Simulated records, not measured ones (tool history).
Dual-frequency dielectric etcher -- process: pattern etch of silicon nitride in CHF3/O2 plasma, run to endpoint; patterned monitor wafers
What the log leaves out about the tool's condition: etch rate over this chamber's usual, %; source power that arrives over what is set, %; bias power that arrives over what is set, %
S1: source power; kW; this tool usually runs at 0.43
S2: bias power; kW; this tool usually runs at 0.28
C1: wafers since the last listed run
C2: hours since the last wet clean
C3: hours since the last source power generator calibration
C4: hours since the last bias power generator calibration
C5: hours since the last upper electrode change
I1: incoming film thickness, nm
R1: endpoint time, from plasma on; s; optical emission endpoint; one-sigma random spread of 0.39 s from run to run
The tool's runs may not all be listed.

run   hour    S1     S2   C1     C2      C3      C4      C5    I1    R1
  1      0  0.47  0.255    0  167.1    2044    4071  4039.6  85.6  56.2
  2   27.5  0.47  0.255  252  194.6  2071.5  4098.5  4067.1  86.1  56.9
  3   51.4  0.47  0.255  219  218.5  2095.4  4122.4    4091  86.3  56.9
  4   79.6  0.38   0.28  258  246.7  2123.6  4150.6  4119.2  86.6  60.3
  5   93.9  0.38   0.28  131    261  2137.9  4164.9  4133.5  86.3  59.6
  6  122.7  0.38   0.28  264  289.8  2166.7  4193.7  4162.3  86.2  59.6
  7    151  0.43  0.303  259  318.1    2195    4222  4190.6    86  56.1
     159.1  -- source power generator calibrated
  8  180.8  0.43  0.303  236  347.9    21.7  4251.8  4220.4  86.3    55
  9  198.5  0.51  0.234  162  365.6    39.4  4269.5  4238.1  85.8  57.7
 10  244.7  0.51  0.234  423  411.8    85.6  4315.7  4284.3  86.2  57.7
 11  263.8  0.43   0.28  175  430.9   104.7  4334.8  4303.4  85.8    58
 12  281.8  0.43   0.28  165  448.9   122.7  4352.8  4321.4  86.4  58.3
 13  306.5  0.43  0.236  226  473.6   147.4  4377.5  4346.1  85.1  61.7
 14  337.1  0.43  0.236  280  504.2     178  4408.1  4376.7  86.2    63
 15  367.4  0.39  0.259  277  534.5   208.3  4438.4    4407  86.4  64.1
 16  382.2  0.43   0.28  135  549.3   223.1  4453.2  4421.8  86.6  58.6
     417.9  -- wet clean of the chamber
     421.9  -- bias power generator calibrated
 17  422.4   0.5  0.343  112    4.5   263.3     0.5    4462  85.6  46.8
 18  447.6  0.33  0.244  231   29.7   288.5    25.7  4487.2  85.6  66.2
 19  461.7   0.5  0.256  129   43.8   302.6    39.8  4501.3  85.5  52.6
     509.2  -- upper electrode replaced
 20  509.7   0.5   0.25  220   91.8   350.6    87.8     0.5  85.4  53.9
 21  522.2  0.38  0.244  114  104.3   363.1   100.3      13  85.2  61.8
 22  543.4  0.49   0.24  194  125.5   384.3   121.5    34.2  86.5  56.4
 23  555.9  0.48  0.213  114    138   396.8     134    46.7  85.9  59.5
 24  579.4  0.43   0.28  215  161.5   420.3   157.5    70.2  85.8  55.4
 25  593.6  0.37  0.231  130  175.7   434.5   171.7    84.4  87.1  66.6
 26    615   0.5  0.329  196  197.1   455.9   193.1   105.8  86.2  48.8
 27  641.6  0.38  0.226  243  223.7   482.5   219.7   132.4  86.1  64.8
 28  661.8  0.37  0.239  185  243.9   502.7   239.9   152.6  86.2  64.5
 29  676.9  0.43  0.235  138    259   517.8     255   167.7  87.3  62.8
 30  700.1  0.37   0.28  212  282.2     541   278.2   190.9  86.4  60.6
 31  734.8  0.43  0.236  318  316.9   575.7   312.9   225.6  86.3    62
 32  759.1  0.49   0.24  222  341.2     600   337.2   249.9  85.5  57.1
 33  773.2   0.5  0.241  129  355.3   614.1   351.3     264    86  57.6
 34  792.2  0.36  0.314  174  374.3   633.1   370.3     283    86  58.8
 35  816.2  0.52  0.217  220  398.3   657.1   394.3     307  86.6  59.6
 36  837.1  0.43   0.28  191  419.2     678   415.2   327.9  86.4  56.5

State the hidden condition of the tool at each of the runs:
source power that arrives over what is set, %: 0, the same for each run
bias power that arrives over what is set, %: 0, the same for each run
H1: etch rate over this chamber's usual, %
run       H1
  1    -1.73
  2    -2.02
  3    -2.26
  4    -2.55
  5     -2.7
  6       -3
  7    -3.29
  8     -3.6
  9    -3.78
 10    -4.26
 11    -4.46
 12    -4.65
 13     -4.9
 14    -5.22
 15    -5.53
 16    -5.68
 17     0.82
 18     0.56
 19    0.414
 20  -0.0828
 21   -0.212
 22   -0.431
 23   -0.561
 24   -0.804
 25   -0.951
 26    -1.17
 27    -1.45
 28    -1.66
 29    -1.81
 30    -2.05
 31    -2.41
 32    -2.66
 33    -2.81
 34    -3.01
 35    -3.25
 36    -3.47
